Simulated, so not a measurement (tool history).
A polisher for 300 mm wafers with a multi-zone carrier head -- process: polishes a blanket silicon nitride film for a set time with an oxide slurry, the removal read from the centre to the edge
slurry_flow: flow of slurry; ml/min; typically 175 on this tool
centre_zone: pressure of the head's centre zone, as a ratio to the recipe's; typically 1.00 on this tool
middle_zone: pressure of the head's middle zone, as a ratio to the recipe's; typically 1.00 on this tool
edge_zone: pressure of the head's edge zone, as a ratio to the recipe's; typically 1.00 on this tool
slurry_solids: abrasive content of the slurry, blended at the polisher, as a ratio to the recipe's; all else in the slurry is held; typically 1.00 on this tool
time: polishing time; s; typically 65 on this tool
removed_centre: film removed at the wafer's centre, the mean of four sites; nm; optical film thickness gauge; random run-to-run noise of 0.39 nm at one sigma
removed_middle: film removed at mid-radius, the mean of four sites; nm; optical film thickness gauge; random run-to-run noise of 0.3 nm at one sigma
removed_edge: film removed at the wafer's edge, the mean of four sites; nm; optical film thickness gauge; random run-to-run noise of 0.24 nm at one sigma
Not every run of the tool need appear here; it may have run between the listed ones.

run	hour	slurry_flow	centre_zone	middle_zone	edge_zone	slurry_solids	time	wafers since the last listed run	wafers polished on this pad	hours since the slurry nozzle was cleaned	hours since the centre zone pressure was calibrated	hours since the edge zone pressure was calibrated	hours since the carrier head's membrane was replaced	incoming thickness of the incoming film, nm	removed_centre	removed_middle	removed_edge
1	0.0	175	1.09	1.00	0.95	1.00	65	0	5296	81.8	382.7	841.6	145.2	507.3	37.0	35.5	34.3
# hour 164.9: edge zone pressure recalibrated
# hour 253.0: worn pad replaced by a new one
2	313.6	175	1.00	0.92	1.00	1.00	65	3576	705	395.4	696.3	148.7	458.8	512.8	35.1	34.3	35.1
# hour 321.5: centre zone pressure recalibrated
3	373.5	145	1.00	1.09	1.00	1.00	51	673	1378	455.3	52.0	208.6	518.7	502.3	26.0	28.0	27.1
4	481.4	215	1.00	1.00	1.10	1.00	79	1254	2632	563.2	159.9	316.5	626.6	501.3	43.4	43.7	46.1
5	535.7	200	0.89	1.00	1.06	1.00	65	631	3264	617.5	214.2	370.8	680.9	512.3	31.7	36.4	36.7
6	572.3	125	1.00	1.00	1.00	1.00	65	425	3689	654.1	250.8	407.4	717.5	517.2	32.0	33.2	33.3
# hour 605.1: slurry nozzle cleaned
7	657.9	175	1.00	1.00	1.00	0.80	82	983	4673	52.8	336.4	493.0	803.1	512.6	38.3	38.7	38.3
8	708.8	235	1.00	1.00	1.00	1.15	65	591	5265	103.7	387.3	543.9	854.0	515.1	38.2	40.0	39.5
9	758.3	175	1.00	1.00	1.00	0.85	65	575	5840	153.2	436.8	593.4	903.5	511.6	31.9	32.1	31.6
10	831.8	160	0.93	0.90	1.00	0.80	65	854	6695	226.7	510.3	666.9	977.0	511.9	27.7	28.3	30.0
# hour 856.6: worn pad replaced by a new one
# hour 1031.2: centre zone pressure recalibrated
11	1031.7	175	1.00	0.96	1.00	1.00	65	2254	2012	426.6	0.5	866.8	1176.9	509.9	34.1	35.1	35.2
12	1127.7	155	1.08	1.00	1.00	1.15	65	1116	3129	522.6	96.5	962.8	1272.9	512.6	39.5	36.9	37.5
13	1165.8	175	1.12	1.00	0.94	0.90	65	442	3572	560.7	134.6	1000.9	1311.0	507.0	36.9	33.7	31.7
14	1271.3	195	1.00	0.95	1.09	1.20	65	1226	4798	666.2	240.1	1106.4	1416.5	504.3	38.9	39.2	40.7
# hour 1295.7: carrier head's membrane replaced by a new one
# hour 1317.5: slurry nozzle cleaned
# hour 1335.1: edge zone pressure recalibrated
15	1369.7	175	1.00	1.00	1.00	1.00	65	1051	5849	52.2	338.5	34.6	74.0	516.3	34.7	35.3	35.4
16	1407.7	175	1.00	0.92	1.00	1.00	51	441	6291	90.2	376.5	72.6	112.0	509.5	27.6	26.4	27.5
# hour 1484.3: worn pad replaced by a new one
17	1500.7	175	1.03	1.08	1.06	1.00	65	1034	190	183.2	469.5	165.6	205.0	501.1	35.6	37.5	36.3
18	1541.4	175	1.00	1.00	1.00	1.00	65	473	663	223.9	510.2	206.3	245.7	516.4	35.2	35.6	35.0
19	1591.5	235	1.00	1.00	1.00	1.15	65	582	1246	274.0	560.3	256.4	295.8	512.3	40.0	39.8	39.3
20	1672.5	175	0.95	1.03	0.90	1.00	65	941	2187	355.0	641.3	337.4	376.8	509.6	33.6	35.8	33.4

Consider 5 possible next runs. They are alternatives, not a sequence: every one starts from the tool as it was left by run 20. What does each give?
A	1672.9	175	0.96	1.00	1.00	1.00	65	4	2192	355.4	641.7	337.8	377.2	513.4	?	?	?
B	1672.9	150	1.00	1.00	0.95	1.30	65	4	2192	355.4	641.7	337.8	377.2	513.4	?	?	?
C	1672.9	210	1.00	0.95	0.94	0.85	65	4	2192	355.4	641.7	337.8	377.2	513.4	?	?	?
D	1672.9	120	1.00	1.00	1.00	1.00	65	4	2192	355.4	641.7	337.8	377.2	513.4	?	?	?
E	1672.9	175	1.06	0.90	0.89	1.00	75	4	2192	355.4	641.7	337.8	377.2	513.4	?	?	?

run	removed_centre	removed_middle	removed_edge
A	33.1	35.8	35.5
B	38.2	39.8	38.8
C	32.1	32.3	31.8
D	31.8	33.4	33.7
E	42.1	38.8	38.8
The same runs, with their run-to-run variation unchanged, on a tool lacking any hidden condition would have given:
run	removed_centre	removed_middle	removed_edge
A	33.1	35.8	35.5
B	38.2	39.8	38.8
C	32.1	32.3	31.8
D	31.8	33.4	33.7
E	42.1	38.8	38.8
